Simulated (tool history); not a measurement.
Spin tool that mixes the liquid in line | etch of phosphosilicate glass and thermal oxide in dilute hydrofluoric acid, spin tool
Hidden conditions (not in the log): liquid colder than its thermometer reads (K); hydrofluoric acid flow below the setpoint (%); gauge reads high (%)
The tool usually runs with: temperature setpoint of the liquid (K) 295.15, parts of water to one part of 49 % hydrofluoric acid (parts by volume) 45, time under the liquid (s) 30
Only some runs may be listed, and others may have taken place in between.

run     day  temperature setpoint of the liquid (K)  parts of water to one part of 49 % hydrofluoric acid (parts by volume)  time under the liquid (s)  wafers since the last listed run  hours since the thermometer was replaced  hours since the hydrofluoric acid flow meter was replaced  hours since the gauge calibration  read-back film thickness of the phosphosilicate glass reference wafer, read on the same gauge (nm)  read-back film thickness of the thermal oxide reference wafer, read on the same gauge (nm)  thickness taken off the phosphosilicate glass on a monitor wafer (Å)  thickness taken off the thermal oxide on a monitor wafer (Å)
  1   0.000                                  292.65                                                                      45                         30                                 0                                    1923.6                                                     1956.5                              161.4                                                                                               70.01                                                                                      60.012                                                                 727.5                                                         25.76
  2   0.596                                  292.65                                                                      45                         30                               230                                    1937.9                                                     1970.8                              175.7                                                                                               69.99                                                                                      60.021                                                                 728.9                                                         25.42
  3   1.300                                  298.15                                                                      45                         45                               272                                    1954.8                                                     1987.7                              192.6                                                                                               69.99                                                                                      60.016                                                                1359.5                                                         47.42
  4   1.571                                  298.15                                                                      45                         45                               104                                    1961.3                                                     1994.2                              199.1                                                                                               70.02                                                                                      60.015                                                                1367.0                                                         48.28
  5   2.004                                  298.15                                                                      45                         45                               167                                    1971.7                                                     2004.6                              209.5                                                                                               70.00                                                                                      60.004                                                                1367.4                                                         48.23
  6   2.592                                  295.15                                                                      45                         30                               227                                    1985.8                                                     2018.7                              223.6                                                                                               70.00                                                                                      60.022                                                                 800.0                                                         28.27
      2.838  -- gauge calibrated
  7   2.938                                  295.15                                                                      45                         30                               134                                    1994.1                                                     2027.0                                2.4                                                                                               69.99                                                                                      60.010                                                                 797.9                                                         27.74
  8   3.188                                  295.15                                                                      45                         30                                96                                    2000.1                                                     2033.0                                8.4                                                                                               69.97                                                                                      60.020                                                                 800.3                                                         28.26
  9   3.629                                  297.15                                                                      45                         30                               171                                    2010.7                                                     2043.6                               19.0                                                                                               69.99                                                                                      60.003                                                                 879.0                                                         30.34
 10   4.138                                  293.15                                                                      45                         25                               197                                    2022.9                                                     2055.8                               31.2                                                                                               70.02                                                                                      60.011                                                                 619.0                                                         21.33
 11   4.796                                  292.65                                                                      45                         30                               255                                    2038.7                                                     2071.6                               47.0                                                                                               70.00                                                                                      60.006                                                                 717.7                                                         24.94
 12   5.538                                  295.15                                                                      45                         30                               287                                    2056.5                                                     2089.4                               64.8                                                                                               70.00                                                                                      59.994                                                                 801.9                                                         28.33
 13   5.988                                  299.15                                                                      35                         35                               174                                    2067.3                                                     2100.2                               75.6                                                                                               69.97                                                                                      60.010                                                                1434.5                                                         50.43
      7.062  -- hydrofluoric acid flow meter replaced
 14   7.467                                  295.15                                                                      35                         45                               557                                    2102.8                                                        9.7                              111.1                                                                                               70.01                                                                                      59.982                                                                1465.3                                                         51.70
 15   7.862                                  295.15                                                                      45                         30                               153                                    2112.3                                                       19.2                              120.6                                                                                               70.00                                                                                      60.002                                                                 751.7                                                         26.32
 16   8.300                                  299.65                                                                      45                         30                               169                                    2122.8                                                       29.7                              131.1                                                                                               70.04                                                                                      60.018                                                                 897.8                                                         31.29
      8.762  -- thermometer replaced
 17   8.979                                  295.15                                                                      50                         15                               247                                       5.2                                                       46.0                              147.4                                                                                               69.99                                                                                      59.999                                                                 336.5                                                         11.86
 18   9.567                                  296.65                                                                      30                         30                               227                                      19.3                                                       60.1                              161.5                                                                                               70.00                                                                                      59.981                                                                1227.7                                                         43.50
 19  10.196                                  292.65                                                                      45                         30                               243                                      34.4                                                       75.2                              176.6                                                                                               69.99                                                                                      60.016                                                                 667.0                                                         23.60
     10.354  -- hydrofluoric acid flow meter replaced, repeated, since the last time left the tool worse
 20  10.842                                  295.15                                                                      45                         40                               234                                      49.9                                                       11.7                              192.1                                                                                               69.99                                                                                      59.993                                                                1183.2                                                         41.84
     11.775  -- gauge calibrated
 21  12.075                                  291.65                                                                      25                         50                               478                                      79.5                                                       41.3                                7.2                                                                                               69.99                                                                                      60.012                                                                2355.2                                                         83.69
 22  12.817                                  292.65                                                                      50                         15                               287                                      97.3                                                       59.1                               25.0                                                                                               69.98                                                                                      59.962                                                                 353.5                                                         12.82
 23  13.129                                  295.15                                                                      45                         30                               121                                     104.8                                                       66.6                               32.5                                                                                               69.99                                                                                      60.001                                                                 885.8                                                         31.68
 24  13.858                                  295.15                                                                      55                         45                               282                                     122.3                                                       84.1                               50.0                                                                                               69.98                                                                                      60.003                                                                1078.6                                                         38.43

Estimate the outcome of run 25 from the log above:
 25  14.508                                  299.65                                                                      25                         35                               251                                     137.9                                                       99.7                               65.6                                                                                                   ?                                                                                           ?                                                                     ?                                                             ?

Run 25 gave read-back film thickness of the phosphosilicate glass reference wafer, read on the same gauge (nm) 70.01, read-back film thickness of the thermal oxide reference wafer, read on the same gauge (nm) 59.992, thickness taken off the phosphosilicate glass on a monitor wafer (Å) 2286.5, thickness taken off the thermal oxide on a monitor wafer (Å) 81.21.
Were there no unlogged condition in the tool, this run, its random variation unchanged, would have produced thickness taken off the phosphosilicate glass on a monitor wafer (Å) 2313.0, thickness taken off the thermal oxide on a monitor wafer (Å) 82.15.
